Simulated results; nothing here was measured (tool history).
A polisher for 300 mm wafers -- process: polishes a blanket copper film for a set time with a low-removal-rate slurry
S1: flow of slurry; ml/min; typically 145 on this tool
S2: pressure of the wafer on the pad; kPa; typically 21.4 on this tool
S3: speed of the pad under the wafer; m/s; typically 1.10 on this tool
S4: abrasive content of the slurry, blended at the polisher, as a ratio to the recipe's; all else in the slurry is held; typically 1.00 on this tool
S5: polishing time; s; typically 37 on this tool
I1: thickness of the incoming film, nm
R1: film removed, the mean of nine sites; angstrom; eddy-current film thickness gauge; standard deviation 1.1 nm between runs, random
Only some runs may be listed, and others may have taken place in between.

{"run": 1, "hour": 0.0, "S1": 145, "S2": 21.4, "S3": 1.1, "S4": 1.15, "S5": 37, "I1": 913.6, "R1": 952}
{"run": 2, "hour": 8.5, "S1": 145, "S2": 21.4, "S3": 1.1, "S4": 1.0, "S5": 37, "I1": 905.0, "R1": 904}
{"hour": 16.1, "done": "worn pad replaced by a new one"}
{"run": 3, "hour": 25.2, "S1": 145, "S2": 21.4, "S3": 1.1, "S4": 1.0, "S5": 37, "I1": 911.6, "R1": 924}
{"run": 4, "hour": 34.0, "S1": 145, "S2": 21.4, "S3": 1.38, "S4": 1.0, "S5": 37, "I1": 899.6, "R1": 1136}
{"run": 5, "hour": 46.9, "S1": 145, "S2": 21.4, "S3": 1.38, "S4": 1.0, "S5": 37, "I1": 925.5, "R1": 1125}
{"run": 6, "hour": 53.0, "S1": 145, "S2": 21.4, "S3": 1.38, "S4": 1.0, "S5": 37, "I1": 895.9, "R1": 1126}
{"run": 7, "hour": 66.9, "S1": 145, "S2": 21.4, "S3": 1.1, "S4": 0.8, "S5": 37, "I1": 918.3, "R1": 852}
{"run": 8, "hour": 74.5, "S1": 145, "S2": 21.4, "S3": 1.1, "S4": 1.0, "S5": 37, "I1": 911.9, "R1": 897}
{"hour": 92.0, "done": "worn pad replaced by a new one"}
{"run": 9, "hour": 92.5, "S1": 145, "S2": 21.4, "S3": 1.1, "S4": 1.0, "S5": 37, "I1": 922.6, "R1": 883}
{"run": 10, "hour": 96.7, "S1": 145, "S2": 21.4, "S3": 1.1, "S4": 1.0, "S5": 37, "I1": 903.4, "R1": 880}
{"run": 11, "hour": 103.5, "S1": 115, "S2": 24.8, "S3": 0.92, "S4": 1.25, "S5": 37, "I1": 926.7, "R1": 862}
{"run": 12, "hour": 112.2, "S1": 145, "S2": 21.4, "S3": 1.24, "S4": 1.0, "S5": 41, "I1": 913.7, "R1": 1073}
{"hour": 120.1, "done": "slurry blender recalibrated"}
{"run": 13, "hour": 127.6, "S1": 145, "S2": 21.4, "S3": 1.1, "S4": 1.0, "S5": 37, "I1": 907.8, "R1": 968}
{"hour": 137.8, "done": "head pressure recalibrated"}
{"run": 14, "hour": 138.3, "S1": 195, "S2": 21.4, "S3": 1.24, "S4": 1.0, "S5": 37, "I1": 892.4, "R1": 1123}
{"run": 15, "hour": 152.0, "S1": 145, "S2": 21.4, "S3": 1.1, "S4": 1.0, "S5": 37, "I1": 918.7, "R1": 932}
{"run": 16, "hour": 167.4, "S1": 145, "S2": 21.4, "S3": 1.1, "S4": 1.0, "S5": 37, "I1": 926.6, "R1": 915}
{"hour": 177.3, "done": "worn pad replaced by a new one"}
{"run": 17, "hour": 177.8, "S1": 145, "S2": 15.2, "S3": 1.44, "S4": 1.0, "S5": 37, "I1": 896.0, "R1": 828}
{"run": 18, "hour": 183.7, "S1": 145, "S2": 25.5, "S3": 1.1, "S4": 1.0, "S5": 32, "I1": 907.8, "R1": 896}
{"hour": 190.5, "done": "slurry nozzle cleaned"}
{"run": 19, "hour": 220.6, "S1": 145, "S2": 26.2, "S3": 1.1, "S4": 1.0, "S5": 37, "I1": 905.0, "R1": 1167}
{"run": 20, "hour": 230.1, "S1": 105, "S2": 15.9, "S3": 1.1, "S4": 1.3, "S5": 43, "I1": 911.8, "R1": 849}
{"run": 21, "hour": 246.9, "S1": 145, "S2": 21.4, "S3": 1.1, "S4": 1.0, "S5": 37, "I1": 907.9, "R1": 946}

Give the tool's hidden conditions for every run:
removal rate lost through wear of the pad, %: 0 at every run
deviation of the head's pressure from its setpoint, %: 0 at every run
H1: slurry flow missing at the pad, %
H2: abrasive missing from the slurry, %
run=1 H1=21.4 H2=31
run=2 H1=22.2 H2=31.6
run=3 H1=24 H2=32.5
run=4 H1=25 H2=33
run=5 H1=26.4 H2=33.6
run=6 H1=27.1 H2=33.8
run=7 H1=28.8 H2=34.3
run=8 H1=29.7 H2=34.6
run=9 H1=31.9 H2=35.1
run=10 H1=32.5 H2=35.2
run=11 H1=33.3 H2=35.4
run=12 H1=34.5 H2=35.6
run=13 H1=36.5 H2=7.43
run=14 H1=38 H2=10.8
run=15 H1=39.9 H2=14.7
run=16 H1=42.2 H2=18.5
run=17 H1=43.7 H2=20.7
run=18 H1=44.6 H2=21.9
run=19 H1=0.691 H2=27.9
run=20 H1=0.782 H2=29.1
run=21 H1=1 H2=31
